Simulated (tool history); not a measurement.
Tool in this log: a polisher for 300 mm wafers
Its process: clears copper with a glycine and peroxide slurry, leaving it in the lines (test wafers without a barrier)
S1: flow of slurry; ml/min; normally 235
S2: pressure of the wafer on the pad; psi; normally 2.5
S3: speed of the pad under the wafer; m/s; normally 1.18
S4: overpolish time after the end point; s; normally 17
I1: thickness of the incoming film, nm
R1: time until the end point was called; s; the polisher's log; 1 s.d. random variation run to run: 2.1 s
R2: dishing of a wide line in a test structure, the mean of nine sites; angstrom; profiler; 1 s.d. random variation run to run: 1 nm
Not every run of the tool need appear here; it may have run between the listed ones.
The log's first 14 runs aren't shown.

{"run": 15, "day": 32.904, "S1": 235, "S2": 2.5, "S3": 1.18, "S4": 17, "I1": 663.5, "R1": 137.7, "R2": 556}
{"run": 16, "day": 34.312, "S1": 185, "S2": 3, "S3": 1.44, "S4": 23, "I1": 654.6, "R1": 108.6, "R2": 812}
{"day": 35.746, "done": "head pressure recalibrated"}
{"run": 17, "day": 36.912, "S1": 215, "S2": 2.5, "S3": 1.32, "S4": 17, "I1": 663.5, "R1": 129, "R2": 565}
{"run": 18, "day": 39.4, "S1": 235, "S2": 2.2, "S3": 1.3, "S4": 17, "I1": 660.9, "R1": 132.8, "R2": 534}
{"run": 19, "day": 41.129, "S1": 235, "S2": 2.8, "S3": 1.18, "S4": 23, "I1": 662.6, "R1": 128.9, "R2": 687}
{"run": 20, "day": 42.158, "S1": 235, "S2": 3.4, "S3": 1.56, "S4": 8, "I1": 670.7, "R1": 96.6, "R2": 398}
{"run": 21, "day": 44.146, "S1": 235, "S2": 2.5, "S3": 1.18, "S4": 17, "I1": 680.2, "R1": 144.4, "R2": 534}
{"day": 44.188, "done": "slurry nozzle cleaned"}
{"run": 22, "day": 45.583, "S1": 235, "S2": 1.9, "S3": 0.84, "S4": 9, "I1": 663, "R1": 191.9, "R2": 240}
{"run": 23, "day": 46.912, "S1": 210, "S2": 3.3, "S3": 0.94, "S4": 20, "I1": 657.7, "R1": 138.4, "R2": 625}
{"run": 24, "day": 47.942, "S1": 235, "S2": 2.5, "S3": 1.18, "S4": 17, "I1": 661.3, "R1": 137.1, "R2": 549}
{"run": 25, "day": 50.925, "S1": 235, "S2": 2.5, "S3": 1.5, "S4": 12, "I1": 655.8, "R1": 113.8, "R2": 470}
{"day": 52.675, "done": "worn pad replaced by a new one"}
{"run": 26, "day": 53.054, "S1": 270, "S2": 3.1, "S3": 0.88, "S4": 10, "I1": 662.4, "R1": 146.3, "R2": 331}
{"run": 27, "day": 55.579, "S1": 235, "S2": 3.3, "S3": 1.44, "S4": 8, "I1": 677.2, "R1": 104.1, "R2": 374}
{"run": 28, "day": 56.629, "S1": 235, "S2": 2.5, "S3": 1.18, "S4": 17, "I1": 660.2, "R1": 133.8, "R2": 531}
{"run": 29, "day": 58.833, "S1": 300, "S2": 2.5, "S3": 1.18, "S4": 10, "I1": 672.1, "R1": 139.3, "R2": 363}
{"day": 59.371, "done": "head pressure recalibrated"}
{"run": 30, "day": 60.512, "S1": 235, "S2": 3.4, "S3": 1.56, "S4": 8, "I1": 661.8, "R1": 94.8, "R2": 417}
{"run": 31, "day": 63.275, "S1": 210, "S2": 1.9, "S3": 1.18, "S4": 17, "I1": 668.4, "R1": 158.3, "R2": 493}
{"run": 32, "day": 65.871, "S1": 235, "S2": 2.5, "S3": 1.18, "S4": 17, "I1": 664.5, "R1": 141.8, "R2": 558}
{"run": 33, "day": 67.258, "S1": 260, "S2": 2.5, "S3": 1.18, "S4": 17, "I1": 653.8, "R1": 138.9, "R2": 529}
{"run": 34, "day": 69.742, "S1": 195, "S2": 2.5, "S3": 1.18, "S4": 23, "I1": 653.7, "R1": 141.5, "R2": 657}

Branching from run 34: 4 alternative next runs. What would each branch give?
{"run": "A", "day": 69.762, "S1": 235, "S2": 2.5, "S3": 1.18, "S4": 17, "I1": 675.5, "R1": "?", "R2": "?"}
{"run": "B", "day": 69.762, "S1": 235, "S2": 2.5, "S3": 1.6, "S4": 22, "I1": 675.5, "R1": "?", "R2": "?"}
{"run": "C", "day": 69.762, "S1": 205, "S2": 2.5, "S3": 1.48, "S4": 10, "I1": 675.5, "R1": "?", "R2": "?"}
{"run": "D", "day": 69.762, "S1": 235, "S2": 2, "S3": 1.04, "S4": 23, "I1": 675.5, "R1": "?", "R2": "?"}

run=A R1=140.2 R2=531
run=B R1=111.8 R2=733
run=C R1=120.4 R2=392
run=D R1=169.8 R2=574
Had the tool no hidden state, the same runs would have come out as:
run=A R1=137.2 R2=539
run=B R1=109.5 R2=743
run=C R1=117.6 R2=399
run=D R1=166.2 R2=583
